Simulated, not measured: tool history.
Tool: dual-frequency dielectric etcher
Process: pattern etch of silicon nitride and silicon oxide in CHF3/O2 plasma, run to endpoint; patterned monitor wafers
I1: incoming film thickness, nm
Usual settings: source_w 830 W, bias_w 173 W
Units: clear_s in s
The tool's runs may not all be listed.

Run 1, hour 0.0: usual settings but bias_w 152 W; I1 162.5. Result: clear_s 113.2 s.
Run 2, hour 9.5: usual settings but bias_w 152 W; I1 162.2. Result: clear_s 113.1 s.
Run 3, hour 27.3: usual settings; I1 163.0. Result: clear_s 107.4 s.
Run 4, hour 38.0: usual settings but bias_w 139 W; I1 164.5. Result: clear_s 120.0 s.
Run 5, hour 87.0: usual settings but bias_w 139 W; I1 161.7. Result: clear_s 118.5 s.
At hour 116.4: wet clean of the chamber.
At hour 126.4: upper electrode replaced.
Run 6, hour 126.9: usual settings but bias_w 139 W; I1 160.4. Result: clear_s 112.1 s.
Run 7, hour 127.3: usual settings; I1 162.1. Result: clear_s 102.4 s.
Run 8, hour 162.5: usual settings; I1 163.1. Result: clear_s 103.3 s.
Run 9, hour 170.1: usual settings; I1 163.1. Result: clear_s 103.5 s.
At hour 186.1: source power generator calibrated.
Run 10, hour 190.2: usual settings; I1 161.6. Result: clear_s 102.5 s.
Run 11, hour 199.6: usual settings but bias_w 154 W; I1 162.4. Result: clear_s 108.7 s.
Run 12, hour 209.5: usual settings but bias_w 151 W; I1 163.2. Result: clear_s 110.2 s.
Run 13, hour 221.9: usual settings; I1 160.0. Result: clear_s 102.2 s.
Run 14, hour 234.4: usual settings but source_w 1000 W, bias_w 139 W; I1 162.1. Result: clear_s 103.5 s.
Run 15, hour 243.1: usual settings; I1 162.5. Result: clear_s 104.0 s.
At hour 257.9: bias power generator calibrated.
Run 16, hour 258.4: usual settings but bias_w 151 W; I1 163.4. Result: clear_s 111.4 s.
Run 17, hour 266.7: usual settings but source_w 1030 W, bias_w 187 W; I1 161.5. Result: clear_s 88.6 s.
Run 18, hour 280.4: usual settings but bias_w 202 W; I1 162.0. Result: clear_s 97.2 s.
Run 19, hour 291.9: usual settings but source_w 1000 W, bias_w 161 W; I1 162.5. Result: clear_s 97.1 s.
Run 20, hour 304.1: usual settings but source_w 960 W, bias_w 142 W; I1 161.0. Result: clear_s 104.7 s.
Run 21, hour 315.7: usual settings but source_w 670 W, bias_w 192 W; I1 162.5. Result: clear_s 113.0 s.
Run 22, hour 327.2: usual settings but source_w 760 W; I1 161.6. Result: clear_s 110.0 s.
Run 23, hour 335.2: usual settings but source_w 1020 W; I1 161.9. Result: clear_s 93.5 s.

Forecast each of these 3 alternatives for the next run:
Run A, hour 335.7: usual settings; I1 162.3. Result: clear_s ?.
Run B, hour 335.7: usual settings but source_w 650 W, bias_w 195 W; I1 162.3. Result: clear_s ?.
Run C, hour 335.7: usual settings but source_w 900 W, bias_w 145 W; I1 162.3. Result: clear_s ?.

run  clear_s
  A    105.0
  B    114.6
  C    108.9
Without the tool's hidden state the same runs would have given:
run  clear_s
  A    102.7
  B    112.1
  C    106.5

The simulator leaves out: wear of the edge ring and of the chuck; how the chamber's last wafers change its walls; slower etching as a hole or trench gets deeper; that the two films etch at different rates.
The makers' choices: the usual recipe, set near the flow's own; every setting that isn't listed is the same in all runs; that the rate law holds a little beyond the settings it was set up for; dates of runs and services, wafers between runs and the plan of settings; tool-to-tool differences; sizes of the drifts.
